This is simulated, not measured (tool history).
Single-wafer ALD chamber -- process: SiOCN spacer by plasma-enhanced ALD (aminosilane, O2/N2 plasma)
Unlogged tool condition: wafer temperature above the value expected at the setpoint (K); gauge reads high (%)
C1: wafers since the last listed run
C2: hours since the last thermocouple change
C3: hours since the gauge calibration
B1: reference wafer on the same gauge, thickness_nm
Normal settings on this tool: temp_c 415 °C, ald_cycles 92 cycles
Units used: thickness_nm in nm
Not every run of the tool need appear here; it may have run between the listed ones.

{"run": 1, "hour": 0.0, "temp_c": 419, "ald_cycles": 92, "C1": 0, "C2": 1309.4, "C3": 1155.9, "B1": 5.864, "thickness_nm": 5.347}
{"run": 2, "hour": 60.3, "temp_c": 419, "ald_cycles": 92, "C1": 174, "C2": 1369.7, "C3": 1216.2, "B1": 5.866, "thickness_nm": 5.351}
{"run": 3, "hour": 95.3, "temp_c": 415, "ald_cycles": 88, "C1": 101, "C2": 1404.7, "C3": 1251.2, "B1": 5.87, "thickness_nm": 5.199}
{"run": 4, "hour": 166.8, "temp_c": 415, "ald_cycles": 88, "C1": 207, "C2": 1476.2, "C3": 1322.7, "B1": 5.866, "thickness_nm": 5.19}
{"run": 5, "hour": 192.7, "temp_c": 423, "ald_cycles": 102, "C1": 75, "C2": 1502.1, "C3": 1348.6, "B1": 5.873, "thickness_nm": 5.846}
{"run": 6, "hour": 262.6, "temp_c": 423, "ald_cycles": 102, "C1": 202, "C2": 1572, "C3": 1418.5, "B1": 5.862, "thickness_nm": 5.866}
{"run": 7, "hour": 331.2, "temp_c": 423, "ald_cycles": 102, "C1": 198, "C2": 1640.6, "C3": 1487.1, "B1": 5.863, "thickness_nm": 5.852}
{"run": 8, "hour": 373.1, "temp_c": 422, "ald_cycles": 97, "C1": 121, "C2": 1682.5, "C3": 1529, "B1": 5.869, "thickness_nm": 5.565}
{"run": 9, "hour": 434.1, "temp_c": 422, "ald_cycles": 97, "C1": 176, "C2": 1743.5, "C3": 1590, "B1": 5.866, "thickness_nm": 5.575}
{"run": 10, "hour": 476.5, "temp_c": 422, "ald_cycles": 92, "C1": 122, "C2": 1785.9, "C3": 1632.4, "B1": 5.865, "thickness_nm": 5.301}
{"run": 11, "hour": 530.9, "temp_c": 425, "ald_cycles": 92, "C1": 157, "C2": 1840.3, "C3": 1686.8, "B1": 5.873, "thickness_nm": 5.249}
{"hour": 589.0, "done": "thermocouple changed; heater temperature recalibrated"}
{"run": 12, "hour": 683.5, "temp_c": 415, "ald_cycles": 92, "C1": 419, "C2": 94.5, "C3": 1839.4, "B1": 5.87, "thickness_nm": 5.432}
{"hour": 695.2, "done": "gauge calibrated"}
{"run": 13, "hour": 730.8, "temp_c": 410, "ald_cycles": 92, "C1": 137, "C2": 141.8, "C3": 35.6, "B1": 5.865, "thickness_nm": 5.552}
{"run": 14, "hour": 762.3, "temp_c": 415, "ald_cycles": 92, "C1": 91, "C2": 173.3, "C3": 67.1, "B1": 5.867, "thickness_nm": 5.423}
{"run": 15, "hour": 795.8, "temp_c": 415, "ald_cycles": 92, "C1": 97, "C2": 206.8, "C3": 100.6, "B1": 5.869, "thickness_nm": 5.446}
{"run": 16, "hour": 839.5, "temp_c": 415, "ald_cycles": 92, "C1": 126, "C2": 250.5, "C3": 144.3, "B1": 5.867, "thickness_nm": 5.436}
{"run": 17, "hour": 877.2, "temp_c": 415, "ald_cycles": 105, "C1": 109, "C2": 288.2, "C3": 182, "B1": 5.87, "thickness_nm": 6.212}
{"run": 18, "hour": 1089.7, "temp_c": 403, "ald_cycles": 101, "C1": 616, "C2": 500.7, "C3": 394.5, "B1": 5.871, "thickness_nm": 6.222}
{"run": 19, "hour": 1195.6, "temp_c": 403, "ald_cycles": 74, "C1": 306, "C2": 606.6, "C3": 500.4, "B1": 5.87, "thickness_nm": 4.53}
{"run": 20, "hour": 1257.0, "temp_c": 410, "ald_cycles": 97, "C1": 177, "C2": 668, "C3": 561.8, "B1": 5.87, "thickness_nm": 5.837}
{"run": 21, "hour": 1303.1, "temp_c": 415, "ald_cycles": 87, "C1": 133, "C2": 714.1, "C3": 607.9, "B1": 5.875, "thickness_nm": 5.134}
{"run": 22, "hour": 1334.9, "temp_c": 419, "ald_cycles": 80, "C1": 92, "C2": 745.9, "C3": 639.7, "B1": 5.865, "thickness_nm": 4.652}
{"run": 23, "hour": 1385.8, "temp_c": 404, "ald_cycles": 77, "C1": 147, "C2": 796.8, "C3": 690.6, "B1": 5.869, "thickness_nm": 4.737}
{"run": 24, "hour": 1421.3, "temp_c": 428, "ald_cycles": 80, "C1": 102, "C2": 832.3, "C3": 726.1, "B1": 5.867, "thickness_nm": 4.498}
{"run": 25, "hour": 1451.5, "temp_c": 415, "ald_cycles": 92, "C1": 87, "C2": 862.5, "C3": 756.3, "B1": 5.87, "thickness_nm": 5.449}
{"run": 26, "hour": 1508.2, "temp_c": 415, "ald_cycles": 92, "C1": 164, "C2": 919.2, "C3": 813, "B1": 5.871, "thickness_nm": 5.423}
{"run": 27, "hour": 1543.3, "temp_c": 415, "ald_cycles": 92, "C1": 101, "C2": 954.3, "C3": 848.1, "B1": 5.869, "thickness_nm": 5.417}
{"run": 28, "hour": 1577.2, "temp_c": 410, "ald_cycles": 104, "C1": 98, "C2": 988.2, "C3": 882, "B1": 5.874, "thickness_nm": 6.25}
{"run": 29, "hour": 1646.1, "temp_c": 415, "ald_cycles": 92, "C1": 199, "C2": 1057.1, "C3": 950.9, "B1": 5.868, "thickness_nm": 5.435}
{"run": 30, "hour": 1769.1, "temp_c": 427, "ald_cycles": 97, "C1": 356, "C2": 1180.1, "C3": 1073.9, "B1": 5.866, "thickness_nm": 5.483}
{"run": 31, "hour": 1829.1, "temp_c": 406, "ald_cycles": 107, "C1": 173, "C2": 1240.1, "C3": 1133.9, "B1": 5.869, "thickness_nm": 6.494}
{"run": 32, "hour": 1856.0, "temp_c": 415, "ald_cycles": 105, "C1": 77, "C2": 1267, "C3": 1160.8, "B1": 5.864, "thickness_nm": 6.185}
{"run": 33, "hour": 1888.8, "temp_c": 415, "ald_cycles": 92, "C1": 95, "C2": 1299.8, "C3": 1193.6, "B1": 5.864, "thickness_nm": 5.416}

Forecast each of these 3 alternatives for the next run:
{"run": "A", "hour": 1889.4, "temp_c": 415, "ald_cycles": 92, "C1": 1, "C2": 1300.4, "C3": 1194.2, "B1": "?", "thickness_nm": "?"}
{"run": "B", "hour": 1889.4, "temp_c": 401, "ald_cycles": 86, "C1": 1, "C2": 1300.4, "C3": 1194.2, "B1": "?", "thickness_nm": "?"}
{"run": "C", "hour": 1889.4, "temp_c": 401, "ald_cycles": 84, "C1": 1, "C2": 1300.4, "C3": 1194.2, "B1": "?", "thickness_nm": "?"}

run=A B1=5.868 thickness_nm=5.424
run=B B1=5.868 thickness_nm=5.309
run=C B1=5.868 thickness_nm=5.186
With no hidden state in the tool, these same runs would have given:
run=A thickness_nm=5.424
run=B thickness_nm=5.309
run=C thickness_nm=5.186
